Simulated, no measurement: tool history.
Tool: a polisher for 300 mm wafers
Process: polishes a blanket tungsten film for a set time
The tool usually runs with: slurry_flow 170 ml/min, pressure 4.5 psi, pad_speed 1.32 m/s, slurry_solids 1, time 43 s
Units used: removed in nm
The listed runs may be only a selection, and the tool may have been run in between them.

run	hour	slurry_flow	pressure	pad_speed	slurry_solids	time	incoming thickness of the incoming film, nm	removed
1	0	170	4.5	1.32	1	43	899.2	368.8
2	30.6	170	4.5	1.32	1	43	905.1	367.1
# hour 43.1: slurry tank refilled with fresh slurry and peroxide
# hour 49.9: slurry blender recalibrated
3	56.8	170	4.5	1.32	1	43	898.6	367.2
# hour 82.4: worn pad replaced by a new one
4	87.5	170	4.5	1.32	1	43	909.2	364.2
5	122.4	170	4.5	1.32	1	43	896.7	365.9
6	167.2	170	4.5	1.32	1	43	901.6	372.3
# hour 220.7: slurry tank refilled with fresh slurry and peroxide
7	235.6	170	4.5	1.32	1	43	920.7	366.7
# hour 239.8: slurry blender recalibrated
# hour 272.4: worn pad replaced by a new one
8	275.8	170	4.5	1.32	1	43	911.5	374
9	320.2	170	4.5	1.32	1	43	901.2	367.2
10	349.9	170	4.5	1.32	1	43	917.3	363.8
11	391.7	170	4.5	1.32	1	43	912.3	366.8
# hour 406.7: slurry tank refilled with fresh slurry and peroxide
12	421.4	170	4.5	1.08	1.15	43	918.8	311.3
# hour 435.6: worn pad replaced by a new one
# hour 455.2: slurry blender recalibrated
# hour 470.3: slurry nozzle cleaned
13	479.6	170	4.5	1.76	0.8	43	911	471.2
14	515.8	170	4.5	1.32	1	43	899.6	366.4
# hour 554.7: head pressure recalibrated
# hour 557.7: slurry tank refilled with fresh slurry and peroxide
15	587.7	170	4.5	1.32	0.8	43	905.8	351.8
# hour 628.2: worn pad replaced by a new one
# hour 650.1: slurry blender recalibrated
16	654.9	170	5.8	1	0.7	28	897.8	216.7
17	707.2	170	4.5	1.32	1	43	912	366.8
# hour 721.5: slurry tank refilled with fresh slurry and peroxide
18	748.5	170	4.5	1.32	1	43	912.2	369.6
# hour 778.5: worn pad replaced by a new one
19	781	120	3	1.32	1	43	915.3	233.7
20	843.5	170	4.5	1.32	1	55	901.9	478.6
# hour 847: slurry blender recalibrated
21	869.8	150	4.5	1.32	1	43	922.5	361.1

Alternative continuations, all from the tool just after run 21; predict every row:
A	870.2	190	4.5	1.32	1	43	905.4	?
B	870.2	215	4.5	1.32	1	31	905.4	?
C	870.2	125	4.5	1.32	1	43	905.4	?
D	870.2	205	4.5	1.6	1	32	905.4	?

run	removed
A	373.4
B	273.1
C	352.6
D	339.9
With no hidden state in the tool, these same runs would have given:
run	removed
A	373.4
B	273.1
C	352.6
D	339.9

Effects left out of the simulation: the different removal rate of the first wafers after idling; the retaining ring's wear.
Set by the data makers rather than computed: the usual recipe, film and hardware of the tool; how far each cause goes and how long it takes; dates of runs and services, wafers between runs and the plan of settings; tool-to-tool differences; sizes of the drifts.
